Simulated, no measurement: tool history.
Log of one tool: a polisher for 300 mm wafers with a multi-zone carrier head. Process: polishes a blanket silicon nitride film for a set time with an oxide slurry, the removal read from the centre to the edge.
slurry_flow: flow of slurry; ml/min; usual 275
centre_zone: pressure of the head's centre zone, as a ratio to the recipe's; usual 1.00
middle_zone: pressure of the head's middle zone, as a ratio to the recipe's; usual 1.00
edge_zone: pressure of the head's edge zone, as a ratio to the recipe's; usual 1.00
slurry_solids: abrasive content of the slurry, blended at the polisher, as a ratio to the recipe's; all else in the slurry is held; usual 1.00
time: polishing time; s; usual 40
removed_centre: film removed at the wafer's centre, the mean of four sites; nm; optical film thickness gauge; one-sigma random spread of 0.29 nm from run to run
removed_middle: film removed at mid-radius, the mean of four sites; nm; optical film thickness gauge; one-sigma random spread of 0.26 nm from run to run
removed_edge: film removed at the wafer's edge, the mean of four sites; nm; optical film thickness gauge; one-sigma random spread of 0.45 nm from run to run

| run | hour | slurry_flow | centre_zone | middle_zone | edge_zone | slurry_solids | time | wafers since the last listed run | wafers polished on this pad | hours since the slurry nozzle was cleaned | hours since the centre zone pressure was calibrated | hours since the edge zone pressure was calibrated | hours since the carrier head's membrane was replaced | incoming thickness of the incoming film, nm | removed_centre | removed_middle | removed_edge |
|---|---|---|---|---|---|---|---|---|---|---|---|---|---|---|---|---|---|
| 1 | 0.0 | 275 | 1.00 | 1.00 | 1.00 | 1.00 | 40 | 0 | 948 | 356.2 | 373.2 | 154.4 | 1537.5 | 323.2 | 28.2 | 30.1 | 29.0 |
| 2 | 102.3 | 275 | 1.00 | 1.00 | 1.00 | 1.00 | 40 | 1502 | 2450 | 458.5 | 475.5 | 256.7 | 1639.8 | 324.4 | 27.3 | 28.7 | 29.0 |
| 3 | 170.7 | 320 | 1.00 | 1.00 | 1.00 | 1.00 | 40 | 1004 | 3454 | 526.9 | 543.9 | 325.1 | 1708.2 | 320.2 | 27.6 | 28.6 | 28.1 |
|  | 185.8 | worn pad replaced by a new one |
| 4 | 195.9 | 275 | 1.00 | 1.00 | 1.00 | 1.00 | 40 | 311 | 148 | 552.1 | 569.1 | 350.3 | 1733.4 | 317.0 | 29.2 | 30.2 | 29.9 |
| 5 | 246.3 | 275 | 1.00 | 1.00 | 1.00 | 1.00 | 40 | 740 | 888 | 602.5 | 619.5 | 400.7 | 1783.8 | 322.6 | 28.0 | 29.1 | 29.4 |
| 6 | 301.4 | 340 | 1.00 | 1.00 | 1.00 | 1.00 | 40 | 809 | 1697 | 657.6 | 674.6 | 455.8 | 1838.9 | 318.5 | 28.0 | 29.1 | 28.9 |
| 7 | 328.9 | 275 | 1.00 | 1.00 | 1.00 | 1.00 | 40 | 403 | 2101 | 685.1 | 702.1 | 483.3 | 1866.4 | 318.6 | 27.2 | 28.1 | 28.0 |
|  | 380.7 | carrier head's membrane replaced by a new one |
| 8 | 386.4 | 275 | 1.00 | 1.00 | 1.00 | 1.00 | 40 | 770 | 2871 | 742.6 | 759.6 | 540.8 | 5.7 | 320.4 | 26.6 | 27.5 | 28.2 |
|  | 427.2 | slurry nozzle cleaned |
|  | 442.5 | worn pad replaced by a new one |
| 9 | 594.0 | 275 | 1.00 | 1.00 | 1.00 | 1.00 | 40 | 2974 | 2224 | 166.8 | 967.2 | 748.4 | 213.3 | 323.2 | 28.4 | 29.6 | 28.7 |
| 10 | 639.2 | 275 | 1.00 | 1.00 | 1.00 | 1.00 | 40 | 663 | 2888 | 212.0 | 1012.4 | 793.6 | 258.5 | 321.2 | 28.2 | 29.0 | 29.3 |
|  | 687.7 | worn pad replaced by a new one |
| 11 | 699.5 | 275 | 1.00 | 1.00 | 1.00 | 1.00 | 40 | 826 | 173 | 272.3 | 1072.7 | 853.9 | 318.8 | 323.9 | 29.9 | 31.3 | 31.4 |
| 12 | 752.3 | 275 | 1.00 | 1.00 | 1.00 | 1.00 | 40 | 775 | 948 | 325.1 | 1125.5 | 906.7 | 371.6 | 318.2 | 28.1 | 30.0 | 29.8 |
|  | 766.5 | centre zone pressure recalibrated |
| 13 | 778.9 | 210 | 0.90 | 1.06 | 1.00 | 1.00 | 28 | 361 | 1310 | 351.7 | 12.4 | 933.3 | 398.2 | 326.9 | 17.8 | 20.9 | 20.1 |
| 14 | 827.0 | 275 | 1.00 | 1.00 | 1.00 | 1.00 | 31 | 706 | 2016 | 399.8 | 60.5 | 981.4 | 446.3 | 318.0 | 22.0 | 22.5 | 22.4 |
| 15 | 859.4 | 245 | 1.00 | 1.00 | 0.96 | 1.00 | 40 | 475 | 2492 | 432.2 | 92.9 | 1013.8 | 478.7 | 317.6 | 27.2 | 28.5 | 28.1 |
|  | 905.7 | edge zone pressure recalibrated |
|  | 930.4 | worn pad replaced by a new one |
| 16 | 930.9 | 275 | 0.96 | 1.00 | 1.00 | 1.00 | 46 | 961 | 8 | 503.7 | 164.4 | 25.2 | 550.2 | 314.8 | 33.0 | 35.5 | 35.3 |
| 17 | 989.8 | 275 | 1.00 | 1.00 | 1.00 | 0.80 | 47 | 864 | 872 | 562.6 | 223.3 | 84.1 | 609.1 | 313.9 | 28.0 | 29.4 | 29.2 |
| 18 | 1015.0 | 275 | 1.06 | 1.00 | 1.00 | 1.00 | 40 | 370 | 1242 | 587.8 | 248.5 | 109.3 | 634.3 | 320.0 | 29.1 | 28.3 | 28.3 |
| 19 | 1047.1 | 210 | 1.00 | 1.11 | 1.00 | 1.00 | 40 | 471 | 1714 | 619.9 | 280.6 | 141.4 | 666.4 | 320.1 | 26.5 | 29.8 | 27.8 |
| 20 | 1113.2 | 200 | 1.00 | 1.00 | 1.00 | 1.00 | 40 | 970 | 2684 | 686.0 | 346.7 | 207.5 | 732.5 | 317.0 | 25.5 | 27.5 | 27.4 |
| 21 | 1156.7 | 275 | 1.00 | 1.00 | 1.00 | 1.00 | 40 | 638 | 3323 | 729.5 | 390.2 | 251.0 | 776.0 | 317.0 | 26.6 | 27.6 | 27.8 |

Hidden condition of the tool, last listed run before each entry between runs versus first listed run after:
Run 3 -> run 4: worn pad replaced by a new one (hour 185.8)
  removal rate lost through wear of the pad, %: 8.43 -> 2.23; slurry flow missing at the pad, %: 35.6 -> 36.8
  measured minus no-state result, removed_centre: -3.8 -> -2.1 nm; removed_middle: -3.8 -> -2.1 nm; removed_edge: -3.5 -> -1.7 nm
Run 7 -> run 8: carrier head's membrane replaced by a new one (hour 380.7)
  removal rate lost through wear of the pad, %: 8.12 -> 8.79; slurry flow missing at the pad, %: 43.5 -> 46.4
  measured minus no-state result, removed_centre: -4.3 -> -4.6 nm; removed_middle: -4.2 -> -4.6 nm; removed_edge: -3.8 -> -4.2 nm
Run 8 -> run 9: slurry nozzle cleaned (hour 427.2); worn pad replaced by a new one (hour 442.5)
  removal rate lost through wear of the pad, %: 8.79 -> 7.52; slurry flow missing at the pad, %: 46.4 -> 11.4
  measured minus no-state result, removed_centre: -4.6 -> -2.6 nm; removed_middle: -4.6 -> -2.7 nm; removed_edge: -4.2 -> -2.6 nm
Run 10 -> run 11: worn pad replaced by a new one (hour 687.7)
  removal rate lost through wear of the pad, %: 8.03 -> 2.04; slurry flow missing at the pad, %: 13.6 -> 16.7
  measured minus no-state result, removed_centre: -2.9 -> -1.2 nm; removed_middle: -3.0 -> -1.2 nm; removed_edge: -2.9 -> -1.0 nm
Run 12 -> run 13: centre zone pressure recalibrated (hour 766.5)
  removal rate lost through wear of the pad, %: 5.51 -> 6.55; slurry flow missing at the pad, %: 19.3 -> 20.7
  measured minus no-state result, removed_centre: -2.3 -> -1.8 nm; removed_middle: -2.4 -> -2.1 nm; removed_edge: -2.2 -> -1.8 nm
Run 15 -> run 16: edge zone pressure recalibrated (hour 905.7); worn pad replaced by a new one (hour 930.4)
  removal rate lost through wear of the pad, %: 8.17 -> 1.56; slurry flow missing at the pad, %: 24.7 -> 28.3
  measured minus no-state result, removed_centre: -3.4 -> -1.7 nm; removed_middle: -3.4 -> -1.7 nm; removed_edge: -3.1 -> -1.4 nm

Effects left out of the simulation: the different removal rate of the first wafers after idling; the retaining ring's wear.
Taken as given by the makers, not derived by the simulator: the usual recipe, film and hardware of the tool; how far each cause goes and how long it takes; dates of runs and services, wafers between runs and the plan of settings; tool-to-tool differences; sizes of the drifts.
